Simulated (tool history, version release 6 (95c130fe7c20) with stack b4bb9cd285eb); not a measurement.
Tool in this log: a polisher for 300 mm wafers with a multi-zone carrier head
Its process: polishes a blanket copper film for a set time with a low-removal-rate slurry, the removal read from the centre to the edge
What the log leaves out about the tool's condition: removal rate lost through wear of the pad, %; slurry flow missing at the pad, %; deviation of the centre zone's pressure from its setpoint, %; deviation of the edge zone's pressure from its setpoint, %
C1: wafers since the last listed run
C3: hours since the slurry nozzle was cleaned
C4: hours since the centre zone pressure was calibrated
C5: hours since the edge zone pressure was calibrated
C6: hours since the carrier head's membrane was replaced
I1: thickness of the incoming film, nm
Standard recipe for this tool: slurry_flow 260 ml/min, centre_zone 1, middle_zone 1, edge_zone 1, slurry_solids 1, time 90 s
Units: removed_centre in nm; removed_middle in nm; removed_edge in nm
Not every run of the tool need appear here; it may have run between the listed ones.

Run 1, hour 0: usual settings but time 72 s; C1 0; wafers polished on this pad 521; C3 785.4; C4 431.8; C5 622.8; C6 1742.1; I1 894.9. Result: removed_centre 233.2 nm, removed_middle 223.6 nm, removed_edge 216.4 nm.
At hour 4.7: worn pad replaced by a new one.
Run 2, hour 10.2: usual settings but time 72 s; C1 63; wafers polished on this pad 55; C3 795.6; C4 442; C5 633; C6 1752.3; I1 884.7. Result: removed_centre 236.5 nm, removed_middle 221.7 nm, removed_edge 218.7 nm.
Run 3, hour 38.7: usual settings; C1 292; wafers polished on this pad 348; C3 824.1; C4 470.5; C5 661.5; C6 1780.8; I1 919.5. Result: removed_centre 293.2 nm, removed_middle 277.1 nm, removed_edge 273.7 nm.
Run 4, hour 51.8: usual settings; C1 134; wafers polished on this pad 482; C3 837.2; C4 483.6; C5 674.6; C6 1793.9; I1 916.5. Result: removed_centre 287.2 nm, removed_middle 273.2 nm, removed_edge 275.8 nm.
At hour 65.2: worn pad replaced by a new one, of another model than before.
Run 5, hour 66.2: usual settings but centre_zone 1.04; C1 106; wafers polished on this pad 10; C3 851.6; C4 498; C5 689; C6 1808.3; I1 906.7. Result: removed_centre 298.5 nm, removed_middle 279.2 nm, removed_edge 274.3 nm.
At hour 74.6: slurry nozzle cleaned.
Run 6, hour 78.2: usual settings but centre_zone 1.04; C1 112; wafers polished on this pad 123; C3 3.6; C4 510; C5 701; C6 1820.3; I1 901.3. Result: removed_centre 307.7 nm, removed_middle 283.1 nm, removed_edge 275.4 nm.
Run 7, hour 90.5: usual settings but centre_zone 1.04; C1 126; wafers polished on this pad 249; C3 15.9; C4 522.3; C5 713.3; C6 1832.6; I1 881.3. Result: removed_centre 307.1 nm, removed_middle 276.1 nm, removed_edge 277.5 nm.
Run 8, hour 102.2: usual settings but slurry_solids 1.2; C1 120; wafers polished on this pad 369; C3 27.6; C4 534; C5 725; C6 1844.3; I1 891. Result: removed_centre 296.1 nm, removed_middle 287.1 nm, removed_edge 281.3 nm.
At hour 120.3: edge zone pressure recalibrated.
Run 9, hour 120.8: usual settings but centre_zone 1.09, middle_zone 0.95; C1 170; wafers polished on this pad 539; C3 46.2; C4 552.6; C5 0.5; C6 1862.9; I1 894.7. Result: removed_centre 316.1 nm, removed_middle 267.1 nm, removed_edge 275.3 nm.
At hour 131.2: worn pad replaced by a new one.
Run 10, hour 133: usual settings; C1 84; wafers polished on this pad 18; C3 58.4; C4 564.8; C5 12.7; C6 1875.1; I1 888.2. Result: removed_centre 297 nm, removed_middle 278 nm, removed_edge 276.4 nm.
Run 11, hour 143.2: usual settings; C1 104; wafers polished on this pad 123; C3 68.6; C4 575; C5 22.9; C6 1885.3; I1 893.5. Result: removed_centre 293.2 nm, removed_middle 280.9 nm, removed_edge 279.4 nm.
At hour 158.6: centre zone pressure recalibrated.
Run 12, hour 159.1: usual settings but centre_zone 1.08; C1 142; wafers polished on this pad 265; C3 84.5; C4 0.5; C5 38.8; C6 1901.2; I1 909.4. Result: removed_centre 287.4 nm, removed_middle 275.3 nm, removed_edge 274 nm.
Run 13, hour 163.8: usual settings but edge_zone 0.93, slurry_solids 0.75, time 102 s; C1 48; wafers polished on this pad 314; C3 89.2; C4 5.2; C5 43.5; C6 1905.9; I1 903. Result: removed_centre 296.9 nm, removed_middle 301.8 nm, removed_edge 284.4 nm.
At hour 173.9: carrier head's membrane replaced by a new one.
Run 14, hour 174.4: usual settings but slurry_flow 330 ml/min, centre_zone 1.1, middle_zone 1.03; C1 57; wafers polished on this pad 371; C3 99.8; C4 15.8; C5 54.1; C6 0.5; I1 882. Result: removed_centre 307.7 nm, removed_middle 287.4 nm, removed_edge 275.9 nm.
Run 15, hour 182: usual settings; C1 77; wafers polished on this pad 449; C3 107.4; C4 23.4; C5 61.7; C6 8.1; I1 896.2. Result: removed_centre 270 nm, removed_middle 279.8 nm, removed_edge 274.9 nm.
Run 16, hour 190.3: usual settings; C1 85; wafers polished on this pad 534; C3 115.7; C4 31.7; C5 70; C6 16.4; I1 884.1. Result: removed_centre 271.9 nm, removed_middle 280.4 nm, removed_edge 275.3 nm.
At hour 203.8: worn pad replaced by a new one.
Run 17, hour 204.3: usual settings but slurry_flow 310 ml/min, middle_zone 1.04, edge_zone 1.08; C1 102; wafers polished on this pad 5; C3 129.7; C4 45.7; C5 84; C6 30.4; I1 890.4. Result: removed_centre 276.3 nm, removed_middle 293.6 nm, removed_edge 286.5 nm.
Run 18, hour 211.3: usual settings but centre_zone 0.97; C1 71; wafers polished on this pad 77; C3 136.7; C4 52.7; C5 91; C6 37.4; I1 887.5. Result: removed_centre 265.5 nm, removed_middle 282.1 nm, removed_edge 276.7 nm.
Run 19, hour 217.5: usual settings but middle_zone 1.06, edge_zone 1.07, slurry_solids 0.8, time 74 s; C1 63; wafers polished on this pad 140; C3 142.9; C4 58.9; C5 97.2; C6 43.6; I1 903.4. Result: removed_centre 224.8 nm, removed_middle 230.2 nm, removed_edge 222.1 nm.
Run 20, hour 225.4: usual settings but edge_zone 1.06; C1 81; wafers polished on this pad 221; C3 150.8; C4 66.8; C5 105.1; C6 51.5; I1 912.1. Result: removed_centre 280.5 nm, removed_middle 277.7 nm, removed_edge 283.6 nm.
Run 21, hour 239.1: usual settings but slurry_flow 225 ml/min; C1 140; wafers polished on this pad 362; C3 164.5; C4 80.5; C5 118.8; C6 65.2; I1 901.2. Result: removed_centre 275.2 nm, removed_middle 275.1 nm, removed_edge 273.6 nm.
Run 22, hour 254.8: usual settings but edge_zone 1.04, slurry_solids 1.1; C1 161; wafers polished on this pad 523; C3 180.2; C4 96.2; C5 134.5; C6 80.9; I1 898.4. Result: removed_centre 277.2 nm, removed_middle 282.7 nm, removed_edge 281.4 nm.

Results per run with the tool's hidden condition removed, run-to-run variation unchanged:
run  removed_centre
  1           216.5
  2           219.4
  3           271.8
  4             266
  5           276.4
  6           284.8
  7           284.1
  8           273.7
  9           292.2
 10           274.4
 11           270.8
 12           287.6
 13           296.3
 14           305.5
 15           267.1
 16           267.9
 17           270.6
 18           259.3
 19           219.1
 20           272.6
 21           266.1
 22           266.7
removed_middle: differs from the measured result by no more than 0.2 nm in any run.
removed_edge: differs from the measured result by no more than 0.1 nm in any run.
